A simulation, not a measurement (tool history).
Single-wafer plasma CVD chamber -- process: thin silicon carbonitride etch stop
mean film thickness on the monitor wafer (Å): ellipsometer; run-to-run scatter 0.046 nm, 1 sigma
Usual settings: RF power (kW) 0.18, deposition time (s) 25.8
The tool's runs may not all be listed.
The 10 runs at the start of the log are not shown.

run,hour,RF power (kW),deposition time (s),wafers since the last listed run,hours since the last thermocouple change,hours since the last RF generator calibration,hours since the showerhead was replaced,hours since the gauge calibration,"read-back reference wafer on the same gauge, thickness_nm",mean film thickness on the monitor wafer (Å)
# hour 667.3: gauge calibrated
11,707.4,0.18,25.8,1861,1467.3,1542.3,3647.9,40.1,14.712,133.47
12,774.3,0.205,22.4,1234,1534.2,1609.2,3714.8,107,14.708,119.09
13,826,0.18,25.8,953,1585.9,1660.9,3766.5,158.7,14.702,132.92
14,924,0.18,25.8,1807,1683.9,1758.9,3864.5,256.7,14.685,132.15
15,983.3,0.18,25.8,1093,1743.2,1818.2,3923.8,316,14.721,133.09
# hour 1003.9: RF generator calibrated
16,1078.8,0.18,25.8,1614,1838.7,74.9,4019.3,411.5,14.719,132.01
17,1180.9,0.16,29.3,1883,1940.8,177,4121.4,513.6,14.704,146.01
18,1287.5,0.15,25.8,1966,2047.4,283.6,4228,620.2,14.693,126.55
19,1357.7,0.2,30.4,1294,2117.6,353.8,4298.2,690.4,14.68,158.42
# hour 1392.7: showerhead replaced
# hour 1395.4: RF generator calibrated, repeated, since the last time left the tool worse
20,1395.9,0.18,28.9,507,2155.8,0.5,3.2,728.6,14.685,151.08
21,1485.8,0.21,28.3,1658,2245.7,90.4,93.1,818.5,14.67,152.18
22,1552.8,0.18,25.8,1235,2312.7,157.4,160.1,885.5,14.696,134.77
23,1615.4,0.215,25.8,1154,2375.3,220,222.7,948.1,14.702,139.42
24,1677.6,0.195,25.8,1147,2437.5,282.2,284.9,1010.3,14.724,136.46
# hour 1751.1: thermocouple changed; heater temperature recalibrated
25,1751.6,0.18,25.8,1217,0.5,356.2,358.9,1084.3,14.73,134.07
26,1792.4,0.15,21.5,752,41.3,397,399.7,1125.1,14.709,107.34
27,1845.7,0.19,28.3,983,94.6,450.3,453,1178.4,14.722,149.29
28,1948.2,0.19,29.5,1890,197.1,552.8,555.5,1280.9,14.681,154.35
29,2061.7,0.205,22.4,2093,310.6,666.3,669,1394.4,14.704,119.39
30,2102.4,0.18,21.5,750,351.3,707,709.7,1435.1,14.721,111.07
31,2146.3,0.15,28.4,809,395.2,750.9,753.6,1479,14.692,142
32,2217.8,0.18,23,1318,466.7,822.4,825.1,1550.5,14.683,119.59

Here are 3 independent what-if runs from the current tool condition. What would each one return?
A,2218.2,0.18,25.8,7,467.1,822.8,825.5,1550.9,?,?
B,2218.2,0.2,20.7,7,467.1,822.8,825.5,1550.9,?,?
C,2218.2,0.15,28,7,467.1,822.8,825.5,1550.9,?,?

run,"read-back reference wafer on the same gauge, thickness_nm",mean film thickness on the monitor wafer (Å)
A,14.712,133.69
B,14.712,109.66
C,14.712,139.87
With the hidden condition removed and each run's random variation left untouched, the same runs would have given:
run,mean film thickness on the monitor wafer (Å)
A,134.41
B,110.26
C,140.63

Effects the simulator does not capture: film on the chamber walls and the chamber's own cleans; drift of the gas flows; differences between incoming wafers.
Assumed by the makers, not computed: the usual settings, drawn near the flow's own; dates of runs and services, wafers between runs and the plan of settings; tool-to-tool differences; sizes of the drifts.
